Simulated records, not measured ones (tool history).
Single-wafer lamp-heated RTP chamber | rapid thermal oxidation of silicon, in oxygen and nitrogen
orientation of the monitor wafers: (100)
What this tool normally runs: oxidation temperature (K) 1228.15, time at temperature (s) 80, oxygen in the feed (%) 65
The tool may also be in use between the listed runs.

run,day,oxidation temperature (K),time at temperature (s),oxygen in the feed (%),"read-back reference wafer on the same gauge, thickness",oxide thickness on the monitor wafer (Å)
1,0,1248.15,80,65,3.501,46.48
# day 0.258: pyrometer window cleaned and pyrometer calibrated
2,3.517,1248.15,80,65,3.497,46.52
3,5.475,1228.15,80,65,3.499,40.36
4,7.233,1228.15,80,65,3.499,40.33
5,10.612,1228.15,80,65,3.504,40.46
# day 12.529: pyrometer window cleaned and pyrometer calibrated
6,14.525,1228.15,80,65,3.496,42.03
7,16.379,1228.15,80,65,3.501,42.73
8,19.975,1228.15,80,65,3.494,42.59
# day 21.225: pyrometer window cleaned and pyrometer calibrated, repeated, since the last time left the tool worse
9,23.746,1228.15,80,65,3.504,39.6
# day 25.729: oxygen flow controller replaced
10,28.2,1220.15,63,55,3.499,33.1
11,30.754,1228.15,45,65,3.502,32.26
# day 32.021: pyrometer window cleaned and pyrometer calibrated
12,32.942,1228.15,80,65,3.501,39.43

Run 13, settings as shown, results not yet in. Your forecast:
13,35.608,1240.15,60,75,?,?

{"run 13": {"read-back reference wafer on the same gauge, thickness": 3.501, "oxide thickness on the monitor wafer (Å)": 40.21}}
If the tool had no hidden condition, the same run with the same run-to-run variation would have returned oxide thickness on the monitor wafer (Å) 39.25.
